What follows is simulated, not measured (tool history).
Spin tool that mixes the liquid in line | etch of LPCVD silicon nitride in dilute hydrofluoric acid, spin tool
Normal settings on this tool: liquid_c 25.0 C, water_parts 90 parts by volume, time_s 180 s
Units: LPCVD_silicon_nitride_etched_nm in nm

| run | hour | liquid_c | water_parts | time_s | read-back film thickness of the LPCVD silicon nitride reference wafer, read on the same gauge (nm) | LPCVD_silicon_nitride_etched_nm |
|---|---|---|---|---|---|---|
| 1 | 0.0 | 25.0 | 90 | 110 | 129.997 | 0.661 |
| 2 | 13.5 | 25.0 | 125 | 180 | 129.997 | 0.754 |
| 3 | 31.3 | 25.0 | 125 | 180 | 130.018 | 0.779 |
| 4 | 49.1 | 25.0 | 90 | 180 | 130.005 | 1.071 |
| 5 | 64.9 | 25.0 | 90 | 180 | 129.996 | 1.088 |
| 6 | 78.3 | 25.0 | 90 | 180 | 130.001 | 1.118 |
| 7 | 93.0 | 25.0 | 70 | 125 | 129.978 | 0.953 |
| 8 | 104.6 | 25.0 | 70 | 125 | 129.995 | 0.977 |
| 9 | 122.5 | 25.0 | 90 | 180 | 130.004 | 1.079 |
|  | 133.0 | thermometer replaced |
| 10 | 135.3 | 25.0 | 90 | 180 | 129.997 | 1.070 |
| 11 | 146.3 | 25.0 | 90 | 180 | 129.986 | 1.034 |
| 12 | 158.2 | 25.0 | 90 | 180 | 130.007 | 1.053 |
| 13 | 165.0 | 25.0 | 90 | 180 | 129.999 | 1.060 |
| 14 | 180.1 | 25.0 | 90 | 180 | 129.984 | 1.051 |
| 15 | 190.2 | 25.0 | 60 | 125 | 129.992 | 1.121 |
|  | 210.8 | gauge calibrated |
| 16 | 237.3 | 25.0 | 90 | 180 | 129.997 | 1.113 |
|  | 246.3 | hydrofluoric acid flow meter replaced |
| 17 | 249.5 | 25.0 | 70 | 180 | 130.013 | 1.431 |
| 18 | 263.3 | 21.5 | 115 | 215 | 129.985 | 0.796 |
| 19 | 272.5 | 28.5 | 125 | 180 | 129.990 | 0.954 |
| 20 | 284.9 | 25.0 | 90 | 180 | 130.020 | 1.118 |
| 21 | 297.2 | 29.0 | 90 | 225 | 129.985 | 1.797 |
| 22 | 309.4 | 25.0 | 130 | 130 | 130.003 | 0.541 |
| 23 | 324.3 | 28.0 | 120 | 275 | 129.983 | 1.478 |
| 24 | 337.1 | 25.0 | 90 | 180 | 129.999 | 1.067 |
| 25 | 353.6 | 25.0 | 90 | 245 | 130.007 | 1.464 |
| 26 | 383.8 | 25.0 | 120 | 220 | 130.000 | 0.945 |
| 27 | 394.3 | 22.0 | 130 | 240 | 130.001 | 0.814 |

Here are 5 independent what-if runs from the current tool condition. What would each one return?
| A | 394.8 | 25.0 | 90 | 180 | ? | ? |
| B | 394.8 | 20.5 | 90 | 180 | ? | ? |
| C | 394.8 | 25.0 | 90 | 275 | ? | ? |
| D | 394.8 | 26.5 | 120 | 180 | ? | ? |
| E | 394.8 | 25.0 | 90 | 130 | ? | ? |

| run | read-back film thickness of the LPCVD silicon nitride reference wafer, read on the same gauge (nm) | LPCVD_silicon_nitride_etched_nm |
|---|---|---|
| A | 130.001 | 1.042 |
| B | 130.001 | 0.771 |
| C | 130.001 | 1.592 |
| D | 130.001 | 0.863 |
| E | 130.001 | 0.753 |
Without the tool's hidden state the same runs would have given:
| run | LPCVD_silicon_nitride_etched_nm |
|---|---|
| A | 1.042 |
| B | 0.771 |
| C | 1.592 |
| D | 0.863 |
| E | 0.753 |
